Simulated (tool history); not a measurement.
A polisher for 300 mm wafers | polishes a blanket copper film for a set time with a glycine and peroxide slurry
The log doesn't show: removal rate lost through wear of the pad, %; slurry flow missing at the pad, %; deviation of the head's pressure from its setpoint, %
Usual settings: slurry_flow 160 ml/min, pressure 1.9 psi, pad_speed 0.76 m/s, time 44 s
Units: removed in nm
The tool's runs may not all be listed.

run	day	slurry_flow	pressure	pad_speed	time	wafers since the last listed run	wafers polished on this pad	hours since the slurry nozzle was cleaned	hours since the head pressure was calibrated	incoming thickness of the incoming film, nm	removed
1	0.000	160	1.9	0.86	44	0	2047	372.1	184.6	1551.9	181.3
2	1.633	160	1.9	0.86	44	443	2491	411.3	223.8	1576.9	183.1
3	3.950	170	2.4	0.76	44	629	3121	466.9	279.4	1588.2	194.4
4	6.267	170	2.4	0.76	44	629	3750	522.5	335.0	1590.0	195.6
5	7.329	175	1.5	0.76	44	288	4039	548.0	360.5	1603.2	137.4
6	8.938	160	2.4	0.90	44	437	4476	586.6	399.1	1562.6	213.0
# day 10.904: slurry nozzle cleaned
7	11.712	160	2.4	0.90	44	742	5219	19.4	465.7	1581.1	215.2
# day 12.429: worn pad replaced by a new one
8	14.008	160	1.5	0.76	44	578	429	74.5	520.8	1569.0	141.3
9	16.533	195	1.9	0.76	44	686	1115	135.1	581.4	1565.5	171.3
10	18.483	195	1.9	0.76	44	529	1645	181.9	628.2	1580.0	170.1
11	20.362	160	1.9	0.76	44	510	2156	227.0	673.3	1579.2	167.0
12	21.975	160	1.9	0.76	44	438	2594	265.7	712.0	1583.7	164.8
13	23.546	160	1.9	0.76	44	426	3021	303.4	749.7	1561.3	164.4
14	25.971	160	1.9	0.84	44	659	3680	361.6	807.9	1561.1	172.7
15	28.092	160	1.9	0.84	44	576	4256	412.5	858.8	1588.4	174.4
16	29.621	160	1.9	0.76	44	415	4672	449.2	895.5	1564.4	157.2
# day 30.500: head pressure recalibrated
# day 32.392: worn pad replaced by a new one
17	32.583	130	1.9	0.76	44	737	51	520.3	50.0	1601.7	159.7
18	34.979	160	1.9	0.76	44	651	703	577.8	107.5	1615.3	166.5
19	36.596	160	1.9	0.76	44	439	1142	616.6	146.3	1595.5	165.9
20	39.221	160	1.9	0.92	34	713	1855	679.6	209.3	1556.0	149.6
# day 40.629: slurry nozzle cleaned
21	42.729	160	1.9	0.76	44	942	2797	50.4	293.5	1576.0	162.3
22	43.867	160	1.9	0.76	39	309	3106	77.7	320.8	1565.5	142.7
23	50.242	160	1.4	1.02	44	1732	4839	230.7	473.8	1560.4	154.5
# day 50.704: worn pad replaced by a new one
24	51.408	160	1.9	0.76	44	271	190	258.7	501.8	1583.7	165.7
25	54.192	135	1.5	0.76	44	756	947	325.5	568.6	1593.6	136.4
26	56.308	185	1.4	0.86	36	575	1522	376.3	619.4	1581.3	122.0
27	58.508	160	1.6	0.76	44	597	2120	429.1	672.2	1598.9	146.2
28	60.821	160	1.3	0.56	58	628	2748	484.6	727.7	1573.9	141.9
29	62.746	160	2.1	0.76	35	523	3271	530.8	773.9	1578.7	141.1
30	64.246	180	1.9	0.76	44	407	3679	566.8	809.9	1543.9	165.4
31	65.800	160	1.3	0.76	52	422	4101	604.1	847.2	1593.2	145.3
# day 65.938: slurry nozzle cleaned
32	67.388	210	1.4	0.92	58	420	4521	34.8	885.3	1583.7	202.4
# day 68.600: worn pad replaced by a new one
# day 69.371: head pressure recalibrated
33	69.742	160	1.9	0.76	44	571	287	91.3	8.9	1570.8	166.5
34	72.079	190	1.9	0.76	44	635	922	147.4	65.0	1581.3	170.6

The next listed run, before its measurement:
35	73.100	140	2.1	0.76	53	277	1200	171.9	89.5	1566.2	?

removed: 212.6 nm
Without the tool's hidden state the same run would have given removed 215.2 nm.
